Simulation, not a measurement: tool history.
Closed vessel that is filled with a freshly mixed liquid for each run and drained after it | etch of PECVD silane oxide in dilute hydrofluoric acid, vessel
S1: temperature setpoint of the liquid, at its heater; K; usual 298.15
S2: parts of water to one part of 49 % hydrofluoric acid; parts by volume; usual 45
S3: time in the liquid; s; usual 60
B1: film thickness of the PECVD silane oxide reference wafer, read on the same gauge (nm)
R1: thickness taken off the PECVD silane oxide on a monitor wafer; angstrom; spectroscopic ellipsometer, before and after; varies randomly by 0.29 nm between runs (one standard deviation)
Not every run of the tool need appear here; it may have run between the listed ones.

run 1 hour=0 | S1=298.15 S2=45 S3=60 | B1=149.99 | R1=607.7
run 2 hour=51.9 | S1=298.15 S2=45 S3=60 | B1=149.99 | R1=599.2
run 3 hour=113.9 | S1=298.15 S2=45 S3=60 | B1=150 | R1=606
run 4 hour=179.2 | S1=298.15 S2=55 S3=60 | B1=149.99 | R1=485.4
run 5 hour=215.5 | S1=298.15 S2=45 S3=60 | B1=149.97 | R1=608
run 6 hour=275 | S1=298.15 S2=45 S3=60 | B1=150.02 | R1=609.7
run 7 hour=315.9 | S1=298.15 S2=45 S3=60 | B1=150.01 | R1=606
run 8 hour=377.5 | S1=298.15 S2=45 S3=60 | B1=150 | R1=607.6
run 9 hour=419.3 | S1=298.15 S2=45 S3=60 | B1=150 | R1=608.4
-- hour=439.3 hydrofluoric acid flow meter replaced
run 10 hour=478.7 | S1=298.15 S2=45 S3=60 | B1=150.01 | R1=595
-- hour=508.4 gauge calibrated
run 11 hour=525.9 | S1=298.15 S2=45 S3=60 | B1=149.99 | R1=589.5
run 12 hour=582.3 | S1=298.15 S2=45 S3=60 | B1=149.98 | R1=601
run 13 hour=625.3 | S1=300.15 S2=30 S3=60 | B1=150 | R1=992.3
run 14 hour=769.4 | S1=295.15 S2=30 S3=80 | B1=150 | R1=1070.6
run 15 hour=838.6 | S1=303.15 S2=30 S3=90 | B1=150.03 | R1=1697.1
-- hour=897.5 thermometer replaced
-- hour=924.8 hydrofluoric acid flow meter replaced
run 16 hour=951.6 | S1=303.15 S2=25 S3=30 | B1=150 | R1=695.9
run 17 hour=1012.8 | S1=298.15 S2=45 S3=60 | B1=150 | R1=614.1
run 18 hour=1080.7 | S1=298.15 S2=45 S3=40 | B1=149.98 | R1=407.2
run 19 hour=1137.6 | S1=300.15 S2=30 S3=45 | B1=150.01 | R1=767.4
run 20 hour=1177 | S1=300.15 S2=45 S3=80 | B1=150 | R1=885.7
run 21 hour=1227.6 | S1=298.15 S2=45 S3=70 | B1=149.99 | R1=715.2
run 22 hour=1291.2 | S1=298.15 S2=25 S3=50 | B1=149.98 | R1=948.4

Consider 3 possible next runs. They are alternatives, not a sequence: every one starts from the tool as it was left by run 22. What does each give?
run A hour=1291.9 | S1=298.15 S2=45 S3=60 | B1=? | R1=?
run B hour=1291.9 | S1=294.15 S2=45 S3=60 | B1=? | R1=?
run C hour=1291.9 | S1=294.65 S2=45 S3=40 | B1=? | R1=?

run=A B1=150.01 R1=614.9
run=B B1=150.01 R1=520.3
run=C B1=150.01 R1=354.3
What these runs would have given with no unlogged condition in the tool:
run=A R1=612
run=B R1=518.1
run=C R1=352.7

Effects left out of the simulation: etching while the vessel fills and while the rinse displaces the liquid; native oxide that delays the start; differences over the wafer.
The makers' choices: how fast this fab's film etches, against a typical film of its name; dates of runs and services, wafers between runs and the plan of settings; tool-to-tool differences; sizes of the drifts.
